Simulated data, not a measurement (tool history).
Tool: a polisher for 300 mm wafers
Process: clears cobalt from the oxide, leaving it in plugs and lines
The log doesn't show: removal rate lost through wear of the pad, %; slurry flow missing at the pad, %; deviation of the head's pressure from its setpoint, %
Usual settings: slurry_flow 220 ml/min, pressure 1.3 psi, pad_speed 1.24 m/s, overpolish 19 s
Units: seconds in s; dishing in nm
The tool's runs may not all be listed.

run	hour	slurry_flow	pressure	pad_speed	overpolish	wafers since the last listed run	wafers polished on this pad	hours since the slurry nozzle was cleaned	hours since the head pressure was calibrated	incoming thickness of the incoming film, nm	seconds	dishing
1	0	220	1.3	1.24	12	0	1026	694.4	653.9	298.8	67.1	31.4
2	34.7	220	1.3	1.24	19	366	1393	729.1	688.6	297.1	66.4	41.4
3	67.9	220	1.3	1.24	19	350	1744	762.3	721.8	299.6	68.2	41
4	100	220	1.3	1.24	19	339	2083	794.4	753.9	303	71.3	39.3
# hour 121.9: slurry nozzle cleaned
5	122.3	220	1.3	1.24	19	225	2309	0.4	776.2	298.7	71.7	39.2
6	145	220	1.3	1.24	19	239	2549	23.1	798.9	305.9	73.9	40.5
# hour 159.4: worn pad replaced by a new one
7	163.1	220	1.3	1.24	19	149	39	41.2	817	299.4	65.1	43.6
8	180.9	220	1.3	1.24	19	188	227	59	834.8	300.2	64.5	42.4
9	194.5	220	1.3	1.24	19	143	371	72.6	848.4	298.2	63.8	44.2
10	218.7	220	1.6	1.24	19	255	627	96.8	872.6	301	52.1	46
11	241.8	220	1.6	1.24	19	244	871	119.9	895.7	304.9	55.1	46.8
12	274.4	220	1.3	1.24	19	344	1216	152.5	928.3	299.4	66.2	41.1
13	302.7	220	1.3	1.24	19	299	1515	180.8	956.6	300	65.9	41.5
14	327.8	180	1.3	1.24	9	265	1780	205.9	981.7	294.4	68.6	23.9
15	363.3	220	1.3	1.24	19	375	2155	241.4	1017.2	298.2	67.7	39.6
# hour 377.3: worn pad replaced by a new one
16	382.6	220	0.8	1.66	29	161	55	260.7	1036.5	304.1	84.2	48
# hour 395.6: head pressure recalibrated
17	410.9	275	1.3	1.64	19	278	333	289	15.3	296.8	49	48.8
18	441.4	220	1.3	1.24	19	322	656	319.5	45.8	294	64.3	42
19	475.7	220	1.3	1.24	19	362	1018	353.8	80.1	295.1	65.2	40.5
20	495.5	220	1.6	0.88	16	209	1228	373.6	99.9	299.2	70.4	36.4
21	509.1	220	1.3	1.24	19	143	1371	387.2	113.5	305.1	69	41.2
22	554.1	220	1.3	1.24	19	475	1847	432.2	158.5	299.9	68	41.6
23	571.6	220	1.3	1.4	19	184	2032	449.7	176	303.8	63.3	42.9
24	597.8	220	1.3	1.24	19	276	2309	475.9	202.2	306.1	73.4	40.6
# hour 627.8: worn pad replaced by a new one
25	629.8	220	1.5	1.62	19	295	21	507.9	234.2	295.9	44.2	50.7
26	660.8	220	1.3	1.24	19	327	349	538.9	265.2	301.1	66.2	42.9
27	682.5	220	1.1	1.24	19	229	578	560.6	286.9	301.1	77.1	38.8
28	697.4	220	1.1	1.02	22	157	736	575.5	301.8	300.9	91.7	38.6
29	716.5	220	1.5	0.88	19	201	937	594.6	320.9	299.6	73.7	39.3
30	745.8	170	1.3	1.08	19	309	1247	623.9	350.2	297.2	77.2	38.7
31	768.9	275	1.3	1.24	19	244	1491	647	373.3	303.9	66.1	43.1
32	803.5	220	1.6	1.24	16	365	1857	681.6	407.9	298.7	55.2	42.2
33	816.6	220	1.3	0.98	19	138	1996	694.7	421	300.1	84	36.3
# hour 842.7: worn pad replaced by a new one
34	844.8	190	1.5	1.42	19	255	21	722.9	449.2	302	51.8	48.6

The same runs without the tool's hidden state, with the same run-to-run variation:
run	seconds	dishing
1	65.1	32.1
2	63.5	42.4
3	64	42.5
4	65.4	41.2
5	64.6	41.6
6	65.3	43.5
7	65	43.6
8	64.5	42.5
9	63.6	44.3
10	51.7	46.2
11	54.4	47.1
12	64.7	41.7
13	63.5	42.3
14	65.1	24.8
15	62.7	41.3
16	83.9	48.1
17	48.7	49
18	63.5	42.3
19	63.8	41
20	68.4	37
21	66.6	42.1
22	64	43.1
23	58.8	44.6
24	66.8	42.8
25	43.9	50.9
26	65.6	43.1
27	76.1	39.1
28	90.2	39
29	72.2	39.8
30	74.7	39.5
31	63.3	44.2
32	51.8	43.7
33	78.1	38
34	51.6	48.7
